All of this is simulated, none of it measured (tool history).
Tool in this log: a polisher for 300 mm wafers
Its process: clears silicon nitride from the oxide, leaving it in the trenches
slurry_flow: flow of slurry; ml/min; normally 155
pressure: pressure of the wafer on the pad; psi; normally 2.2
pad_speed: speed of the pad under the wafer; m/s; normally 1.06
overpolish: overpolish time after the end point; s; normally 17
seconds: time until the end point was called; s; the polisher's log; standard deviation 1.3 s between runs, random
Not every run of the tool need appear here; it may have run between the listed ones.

| run | hour | slurry_flow | pressure | pad_speed | overpolish | incoming thickness of the incoming film, nm | seconds |
|---|---|---|---|---|---|---|---|
| 1 | 0 | 155 | 2.2 | 1.06 | 17 | 69.8 | 90.1 |
| 2 | 97 | 155 | 2.2 | 1.06 | 17 | 68.8 | 88.4 |
|  | 142.6 | slurry nozzle cleaned |
| 3 | 193.3 | 155 | 2.2 | 1.06 | 17 | 69.3 | 90.3 |
|  | 203.1 | worn pad replaced by a new one |
| 4 | 266.2 | 155 | 2.2 | 1.06 | 17 | 69.3 | 87.3 |
| 5 | 309.2 | 155 | 2.2 | 1.06 | 17 | 69.5 | 87 |
| 6 | 365.6 | 115 | 2.2 | 1.06 | 17 | 70.7 | 90.9 |
|  | 371.9 | slurry nozzle cleaned |
| 7 | 432.7 | 115 | 2.2 | 1.06 | 17 | 69.4 | 88.9 |
|  | 450.4 | worn pad replaced by a new one, of another model than before |
| 8 | 511.8 | 155 | 2.6 | 1.06 | 17 | 70.4 | 72.4 |
|  | 532.8 | head pressure recalibrated |
| 9 | 548.9 | 155 | 2.2 | 1.06 | 12 | 68.9 | 93.5 |
|  | 622.4 | slurry nozzle cleaned |
|  | 666 | worn pad replaced by a new one |
| 10 | 738.7 | 205 | 2.2 | 0.92 | 17 | 69.6 | 94.7 |
| 11 | 786.7 | 210 | 2.2 | 1.06 | 17 | 69.7 | 85.3 |
| 12 | 826.2 | 155 | 2.2 | 1.06 | 17 | 70 | 89.9 |
|  | 893.1 | slurry nozzle cleaned |
|  | 913.2 | worn pad replaced by a new one |
| 13 | 919.8 | 190 | 1.9 | 1.06 | 9 | 69.9 | 95.7 |
| 14 | 998.1 | 155 | 2.2 | 1.06 | 17 | 69.1 | 85.8 |
| 15 | 1040.5 | 130 | 2.7 | 1.2 | 17 | 68.8 | 64.7 |
| 16 | 1086.9 | 140 | 1.6 | 1.06 | 17 | 69.6 | 114.4 |
|  | 1131.8 | worn pad replaced by a new one |
|  | 1145.2 | slurry nozzle cleaned |
| 17 | 1149.5 | 125 | 1.8 | 0.9 | 27 | 71.2 | 120.6 |
| 18 | 1193.4 | 115 | 2.2 | 0.96 | 17 | 70.5 | 93.1 |

What if the next run were any one of these 3? Each begins from the tool's condition after run 18:
| A | 1193.8 | 205 | 2.2 | 1.06 | 17 | 71 | ? |
| B | 1193.8 | 110 | 1.8 | 1.06 | 17 | 71 | ? |
| C | 1193.8 | 155 | 1.5 | 0.74 | 17 | 71 | ? |

| run | seconds |
|---|---|
| A | 83.8 |
| B | 107.4 |
| C | 154.8 |
Without the tool's hidden state the same runs would have given:
| run | seconds |
|---|---|
| A | 92.4 |
| B | 118.4 |
| C | 170.6 |
